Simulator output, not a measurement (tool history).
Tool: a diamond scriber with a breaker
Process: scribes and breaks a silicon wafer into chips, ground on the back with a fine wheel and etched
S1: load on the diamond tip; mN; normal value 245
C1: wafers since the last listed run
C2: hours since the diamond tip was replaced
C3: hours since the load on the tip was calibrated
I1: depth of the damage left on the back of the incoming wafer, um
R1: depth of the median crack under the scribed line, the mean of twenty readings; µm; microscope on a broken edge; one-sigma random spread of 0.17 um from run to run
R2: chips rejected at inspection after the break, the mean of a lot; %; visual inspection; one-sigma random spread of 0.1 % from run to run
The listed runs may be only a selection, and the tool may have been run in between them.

run	hour	S1	C1	C2	C3	I1	R1	R2
1	0.0	245	0	258.1	1209.2	0.49	12.19	1.86
2	103.8	245	263	361.9	1313.0	0.36	12.43	2.11
3	178.8	245	190	436.9	1388.0	0.50	12.34	2.12
4	307.0	245	325	565.1	1516.2	0.46	12.02	1.87
5	371.9	245	164	630.0	1581.1	0.39	12.42	2.05
6	469.4	245	247	727.5	1678.6	0.78	12.09	2.21
7	568.9	245	252	827.0	1778.1	0.40	11.90	1.97
8	629.3	245	153	887.4	1838.5	0.63	11.91	2.08
# hour 659.9: load on the tip recalibrated
9	718.0	245	220	976.1	58.1	0.35	13.02	1.47
10	782.1	245	162	1040.2	122.2	0.35	12.77	1.38
# hour 785.1: diamond tip replaced by a new one, of another model than before
11	881.3	193	246	96.2	221.4	0.70	8.86	12.50
12	957.2	245	192	172.1	297.3	0.48	12.04	1.92
13	1017.0	306	151	231.9	357.1	0.35	14.83	2.48

Run 14 is up next; what results do you expect?
14	1123.4	245	270	338.3	463.5	0.60	?	?

Run 14 yielded R1 11.64 µm, R2 2.68 %.
With the hidden condition absent and the run-to-run variation left alone, this run would have shown R1 13.25 µm, R2 1.35 %.
